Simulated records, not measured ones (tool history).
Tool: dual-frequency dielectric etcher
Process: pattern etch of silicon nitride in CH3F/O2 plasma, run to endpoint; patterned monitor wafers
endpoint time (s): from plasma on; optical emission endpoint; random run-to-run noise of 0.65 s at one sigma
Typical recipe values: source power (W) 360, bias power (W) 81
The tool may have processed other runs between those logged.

run	day	source power (W)	bias power (W)	incoming incoming film thickness, nm	endpoint time (s)
1	0.000	400	81	83.5	91.0
2	1.438	400	81	82.8	90.9
3	2.617	400	81	82.5	89.4
4	4.017	340	65	83.3	104.4
5	5.296	340	65	83.3	106.4
6	6.638	360	95	83.5	85.2
7	7.371	360	81	83.3	92.1
8	8.400	360	81	82.8	91.0
# day 9.708: wet clean of the chamber
9	9.729	360	81	83.3	96.4
10	10.125	360	81	83.7	97.0
11	11.308	360	81	83.9	97.4
12	12.300	310	70	83.2	109.2
# day 13.175: bias power generator calibrated
# day 13.567: source power generator calibrated
13	13.629	320	96	82.3	91.0
14	14.254	430	74	83.5	94.9
15	15.596	360	94	83.7	88.7
# day 16.846: upper electrode replaced
16	16.988	360	95	82.7	87.7
17	17.688	320	75	83.7	103.8
18	18.188	360	81	83.4	95.0
19	19.025	360	88	82.1	89.7
20	19.954	300	81	83.6	101.8
21	20.483	360	81	83.7	95.5
22	21.125	360	81	82.6	93.5
23	22.183	270	63	83.1	117.5

5 options for the next run, each taken on its own from the tool as it stands now. Forecast them:
A	22.204	360	89	83.2	?
B	22.204	310	89	83.2	?
C	22.204	400	93	83.2	?
D	22.204	420	70	83.2	?
E	22.204	290	81	83.2	?

run	endpoint time (s)
A	91.1
B	95.6
C	86.2
D	97.3
E	102.2
Had the tool no hidden state, the same runs would have come out as:
run	endpoint time (s)
A	93.6
B	98.2
C	88.6
D	100.0
E	105.1

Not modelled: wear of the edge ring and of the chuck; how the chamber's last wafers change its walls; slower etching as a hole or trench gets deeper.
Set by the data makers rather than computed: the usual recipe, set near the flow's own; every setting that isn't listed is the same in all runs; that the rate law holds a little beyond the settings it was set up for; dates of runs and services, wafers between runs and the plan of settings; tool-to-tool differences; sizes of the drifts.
